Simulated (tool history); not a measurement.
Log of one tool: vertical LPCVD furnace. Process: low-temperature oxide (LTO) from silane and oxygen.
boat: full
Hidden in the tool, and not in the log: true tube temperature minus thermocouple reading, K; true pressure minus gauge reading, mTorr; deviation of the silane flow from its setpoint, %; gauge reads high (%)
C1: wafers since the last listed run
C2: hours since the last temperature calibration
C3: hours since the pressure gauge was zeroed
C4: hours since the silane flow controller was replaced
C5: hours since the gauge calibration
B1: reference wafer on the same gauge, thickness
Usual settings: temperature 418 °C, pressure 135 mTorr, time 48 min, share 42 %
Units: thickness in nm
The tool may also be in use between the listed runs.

run 1 day=0.000 | temperature=418 pressure=145 time=48 share=42 | C1=0 C2=3916.8 C3=1708.7 C4=4597.3 C5=102.1 | B1=354.92 | thickness=352.11
run 2 day=0.371 | temperature=418 pressure=145 time=48 share=42 | C1=84 C2=3925.7 C3=1717.6 C4=4606.2 C5=111.0 | B1=355.17 | thickness=351.37
run 3 day=0.804 | temperature=409 pressure=135 time=48 share=42 | C1=99 C2=3936.1 C3=1728.0 C4=4616.6 C5=121.4 | B1=355.02 | thickness=297.40
run 4 day=1.571 | temperature=423 pressure=135 time=48 share=42 | C1=175 C2=3954.5 C3=1746.4 C4=4635.0 C5=139.8 | B1=355.23 | thickness=342.74
run 5 day=2.383 | temperature=423 pressure=135 time=48 share=42 | C1=185 C2=3974.0 C3=1765.9 C4=4654.5 C5=159.3 | B1=354.98 | thickness=342.52
-- day=3.600 silane flow controller replaced
run 6 day=3.621 | temperature=423 pressure=135 time=48 share=42 | C1=54 C2=4003.7 C3=1795.6 C4=0.5 C5=189.0 | B1=355.22 | thickness=343.60
run 7 day=3.817 | temperature=418 pressure=135 time=48 share=42 | C1=44 C2=4008.4 C3=1800.3 C4=5.2 C5=193.7 | B1=355.17 | thickness=326.50
run 8 day=4.017 | temperature=418 pressure=135 time=48 share=42 | C1=45 C2=4013.2 C3=1805.1 C4=10.0 C5=198.5 | B1=354.96 | thickness=326.71
run 9 day=4.217 | temperature=418 pressure=135 time=48 share=36 | C1=45 C2=4018.0 C3=1809.9 C4=14.8 C5=203.3 | B1=355.06 | thickness=272.81
-- day=4.521 gauge calibrated
run 10 day=4.525 | temperature=418 pressure=115 time=62 share=42 | C1=70 C2=4025.4 C3=1817.3 C4=22.2 C5=0.1 | B1=354.72 | thickness=357.22

Run 11 comes next. What will it give?
run 11 day=5.017 | temperature=418 pressure=135 time=48 share=42 | C1=112 C2=4037.2 C3=1829.1 C4=34.0 C5=11.9 | B1=? | thickness=?

B1: 354.88
thickness: 327.07 nm
Without the tool's hidden state the same run would have given thickness 341.27 nm.
